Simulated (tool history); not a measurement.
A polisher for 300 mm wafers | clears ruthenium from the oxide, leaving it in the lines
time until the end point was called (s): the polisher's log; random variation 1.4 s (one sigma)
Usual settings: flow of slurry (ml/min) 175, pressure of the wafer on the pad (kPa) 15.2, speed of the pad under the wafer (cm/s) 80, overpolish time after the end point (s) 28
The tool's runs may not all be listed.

run   hour  flow of slurry (ml/min)  pressure of the wafer on the pad (kPa)  speed of the pad under the wafer (cm/s)  overpolish time after the end point (s)  wafers since the last listed run  wafers polished on this pad  hours since the slurry nozzle was cleaned  hours since the head pressure was calibrated  incoming thickness of the incoming film, nm  time until the end point was called (s)
  1      0                      190                                    15.2                                       72                                       28                                 0                          440                                      359.3                                         669.7                                          140                                    180.8
  2   13.6                      190                                    15.2                                       72                                       28                                85                          525                                      372.9                                         683.3                                        140.2                                    180.6
      44.9  -- worn pad replaced by a new one
  3   57.8                      190                                    15.2                                       72                                       28                               251                           80                                      417.1                                         727.5                                        138.5                                    179.6
  4   77.8                      175                                    19.3                                       80                                       28                               125                          206                                      437.1                                         747.5                                          140                                    148.6
  5  143.8                      175                                    15.2                                       80                                       28                               413                          619                                      503.1                                         813.5                                        139.6                                      170
  6    172                      175                                    15.2                                       80                                       28                               176                          795                                      531.3                                         841.7                                          138                                    168.8
     177.4  -- worn pad replaced by a new one
  7  186.8                      175                                    15.2                                       80                                       28                                67                           58                                      546.1                                         856.5                                        139.2                                    173.3
  8  221.6                      175                                    15.2                                       80                                       28                               217                          276                                      580.9                                         891.3                                        141.3                                    177.7
  9  256.8                      175                                    15.2                                       80                                       28                               220                          497                                      616.1                                         926.5                                        140.3                                    174.1
 10  275.6                      175                                    15.2                                       80                                       28                               117                          614                                      634.9                                         945.3                                        138.6                                    172.2
     285.6  -- head pressure recalibrated
       292  -- worn pad replaced by a new one
     325.6  -- slurry nozzle cleaned
 11  354.1                      175                                    15.2                                       80                                       28                               447                          382                                       28.5                                          68.5                                        140.3                                    158.1
 12  388.3                      175                                    20.7                                       60                                       28                               214                          596                                       62.7                                         102.7                                        137.4                                    162.7
 13  409.3                      210                                    12.4                                      102                                       28                               131                          728                                       83.7                                         123.7                                        140.9                                    139.2
     419.9  -- worn pad replaced by a new one
 14  428.3                      175                                    15.2                                       80                                       28                                93                           52                                      102.7                                         142.7                                          141                                    161.1
 15  441.6                      125                                      11                                       90                                       28                                83                          135                                        116                                           156                                        138.9                                    188.9
 16    461                      125                                    13.1                                       54                                       34                               121                          257                                      135.4                                         175.4                                        139.1                                    265.9
 17  485.1                      125                                    15.2                                       80                                       28                               150                          407                                      159.5                                         199.5                                        139.1                                    176.6
 18  511.4                      205                                    15.2                                      104                                       42                               164                          572                                      185.8                                         225.8                                        138.8                                    126.3

3 ways to go on from here, each from the tool as it stands after run 18. What would each give?
  A  511.9                      175                                    15.2                                       80                                       28                                 3                          575                                      186.3                                         226.3                                        138.2                                        ?
  B  511.9                      175                                    17.9                                       80                                       28                                 3                          575                                      186.3                                         226.3                                        138.2                                        ?
  C  511.9                      205                                    15.2                                       80                                       14                                 3                          575                                      186.3                                         226.3                                        138.2                                        ?

run  time until the end point was called (s)
  A                                    162.7
  B                                    146.7
  C                                    157.4
Without the tool's hidden state the same runs would have given:
run  time until the end point was called (s)
  A                                    152.8
  B                                    137.8
  C                                    149.2

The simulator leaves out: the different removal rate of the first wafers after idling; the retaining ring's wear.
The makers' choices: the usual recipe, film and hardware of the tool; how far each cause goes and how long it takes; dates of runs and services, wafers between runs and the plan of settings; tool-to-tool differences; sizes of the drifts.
